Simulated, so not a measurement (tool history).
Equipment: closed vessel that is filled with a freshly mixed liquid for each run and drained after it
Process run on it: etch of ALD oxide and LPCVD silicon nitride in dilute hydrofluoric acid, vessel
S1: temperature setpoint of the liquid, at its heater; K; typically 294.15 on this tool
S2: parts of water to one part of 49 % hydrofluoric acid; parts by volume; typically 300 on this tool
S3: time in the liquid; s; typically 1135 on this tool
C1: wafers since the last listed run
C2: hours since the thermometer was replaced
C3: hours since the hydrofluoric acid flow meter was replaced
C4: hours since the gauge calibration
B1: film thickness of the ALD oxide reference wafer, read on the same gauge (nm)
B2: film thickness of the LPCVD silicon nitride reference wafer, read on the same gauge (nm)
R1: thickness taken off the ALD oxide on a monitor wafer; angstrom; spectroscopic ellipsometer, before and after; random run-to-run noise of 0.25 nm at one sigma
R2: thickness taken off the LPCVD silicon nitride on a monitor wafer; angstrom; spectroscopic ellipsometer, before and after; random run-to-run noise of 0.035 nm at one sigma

run   hour      S1   S2    S3    C1      C2     C3     C4     B1       B2     R1     R2
  1      0  291.65  300  1135     0  2562.2  330.5    187  39.99  139.984  253.2  13.47
  2   15.7  291.65  300  1135   927  2577.9  346.2  202.7     40   140.04  251.5  13.41
  3     42  291.15  300  1135  1553  2604.2  372.5    229  40.02  139.997  247.5  12.73
  4   61.5  294.15  300  1135  1152  2623.7    392  248.5  40.03  139.997  278.5  16.08
  5   77.1  294.15  300  1135   921  2639.3  407.6  264.1  40.02  140.005  275.3  15.03
  6   92.1  294.15  300  1135   886  2654.3  422.6  279.1  39.98  139.988  273.3  15.89
  7    120  294.15  300  1135  1648  2682.2  450.5    307  39.99  139.963  274.5  15.44
  8  188.5  294.15  300  1135  4047  2750.7    519  375.5     40  139.971  276.1  15.87
  9  222.4  294.15  300  1135  2003  2784.6  552.9  409.4  39.99  139.983  271.8  15.74
     226.6  -- thermometer replaced
 10  253.7  292.65  300   610  1790    27.1  584.2  440.7  40.01  139.993    139    7.5
     282.6  -- hydrofluoric acid flow meter replaced
 11  283.4  297.65  200  1470  1695    56.8    0.8  470.4  39.99  139.997  687.9  38.54
 12    347  291.65  245  1135  3757   120.4   64.4    534  39.99  139.992  329.7   16.6
 13  373.7  294.15  300  1135  1577   147.1   91.1  560.7  40.01  140.012  280.1  15.63
 14  397.2  292.15  360  1135  1388   170.6  114.6  584.2  40.01   140.04  207.5   12.2
 15  417.1  292.65  300   610  1175   190.5  134.5  604.1  39.99  139.997  143.4   7.76
       419  -- gauge calibrated
 16  434.4  294.15  415  1135  1022   207.8  151.8   15.4  40.04  139.972  182.3  11.94
 17  467.2  294.15  300  1135  1938   240.6  184.6   48.2  40.01  140.002  284.2  15.55

Predict the results of run 18:
 18  500.7  295.65  300  1490  1979  274.1  218.1  81.7   ?   ?   ?   ?

{"run 18": {"B1": 40, "B2": 140.008, "R1": 392.2, "R2": 23.54}}
Take away the tool's hidden state, keep the run-to-run variation as it was, and the same run would have given R1 402 angstrom, R2 23.98 angstrom.

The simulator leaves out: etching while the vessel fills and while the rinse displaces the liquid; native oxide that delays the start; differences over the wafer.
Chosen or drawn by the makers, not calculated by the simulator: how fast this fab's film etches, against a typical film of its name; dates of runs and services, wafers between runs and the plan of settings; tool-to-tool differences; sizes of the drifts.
